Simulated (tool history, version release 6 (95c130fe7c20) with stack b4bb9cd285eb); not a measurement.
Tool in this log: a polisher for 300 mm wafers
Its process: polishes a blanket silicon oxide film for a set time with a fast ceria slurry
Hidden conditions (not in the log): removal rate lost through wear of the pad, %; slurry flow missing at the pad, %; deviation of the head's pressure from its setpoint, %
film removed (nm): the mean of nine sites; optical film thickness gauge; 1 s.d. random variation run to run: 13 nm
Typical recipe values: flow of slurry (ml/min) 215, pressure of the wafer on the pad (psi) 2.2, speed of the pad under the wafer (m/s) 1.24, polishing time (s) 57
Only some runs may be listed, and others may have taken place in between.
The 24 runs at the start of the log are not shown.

| run | hour | flow of slurry (ml/min) | pressure of the wafer on the pad (psi) | speed of the pad under the wafer (m/s) | polishing time (s) | wafers since the last listed run | wafers polished on this pad | hours since the slurry nozzle was cleaned | hours since the head pressure was calibrated | incoming thickness of the incoming film, nm | film removed (nm) |
|---|---|---|---|---|---|---|---|---|---|---|---|
|  | 1336.4 | head pressure recalibrated |
| 25 | 1347.6 | 245 | 2.2 | 0.94 | 57 | 1012 | 2250 | 807.2 | 11.2 | 3263.1 | 664.7 |
|  | 1406.4 | slurry nozzle cleaned |
| 26 | 1414.3 | 280 | 2.2 | 0.94 | 46 | 832 | 3082 | 7.9 | 77.9 | 3189.1 | 596.9 |
| 27 | 1448.3 | 215 | 2.2 | 1.24 | 63 | 430 | 3513 | 41.9 | 111.9 | 3243.7 | 1025.3 |
| 28 | 1479.4 | 275 | 2.9 | 1.00 | 45 | 394 | 3908 | 73.0 | 143.0 | 3219.2 | 809.5 |
| 29 | 1539.9 | 170 | 2.2 | 1.24 | 57 | 766 | 4674 | 133.5 | 203.5 | 3277.7 | 878.4 |
| 30 | 1645.2 | 215 | 2.2 | 1.24 | 44 | 1334 | 6009 | 238.8 | 308.8 | 3278.4 | 699.7 |
|  | 1660.4 | worn pad replaced by a new one |
| 31 | 1701.8 | 270 | 2.2 | 1.66 | 57 | 666 | 524 | 295.4 | 365.4 | 3290.9 | 1281.8 |
| 32 | 1733.2 | 215 | 2.2 | 1.64 | 57 | 397 | 922 | 326.8 | 396.8 | 3246.7 | 1196.9 |
| 33 | 1776.0 | 215 | 2.2 | 1.24 | 57 | 542 | 1465 | 369.6 | 439.6 | 3220.7 | 897.4 |
| 34 | 1831.0 | 275 | 2.9 | 1.00 | 45 | 697 | 2162 | 424.6 | 494.6 | 3312.3 | 769.1 |
| 35 | 1895.0 | 215 | 2.2 | 1.24 | 66 | 811 | 2973 | 488.6 | 558.6 | 3258.5 | 1009.2 |
| 36 | 1954.4 | 215 | 2.2 | 1.24 | 57 | 752 | 3726 | 548.0 | 618.0 | 3201.3 | 898.2 |
| 37 | 1990.5 | 270 | 2.2 | 1.24 | 57 | 457 | 4183 | 584.1 | 654.1 | 3230.6 | 911.3 |
| 38 | 2016.8 | 180 | 2.9 | 1.60 | 41 | 333 | 4517 | 610.4 | 680.4 | 3199.9 | 1019.8 |

What if the next run were any one of these 3? Each begins from the tool's condition after run 38:
| A | 2017.2 | 215 | 2.2 | 0.86 | 57 | 5 | 4522 | 610.8 | 680.8 | 3277.5 | ? |
| B | 2017.2 | 150 | 2.2 | 1.66 | 57 | 5 | 4522 | 610.8 | 680.8 | 3277.5 | ? |
| C | 2017.2 | 175 | 2.6 | 1.58 | 68 | 5 | 4522 | 610.8 | 680.8 | 3277.5 | ? |

| run | film removed (nm) |
|---|---|
| A | 592.6 |
| B | 1036.1 |
| C | 1457.7 |
With no hidden state in the tool, these same runs would have given:
| run | film removed (nm) |
|---|---|
| A | 645.7 |
| B | 1172.9 |
| C | 1620.5 |

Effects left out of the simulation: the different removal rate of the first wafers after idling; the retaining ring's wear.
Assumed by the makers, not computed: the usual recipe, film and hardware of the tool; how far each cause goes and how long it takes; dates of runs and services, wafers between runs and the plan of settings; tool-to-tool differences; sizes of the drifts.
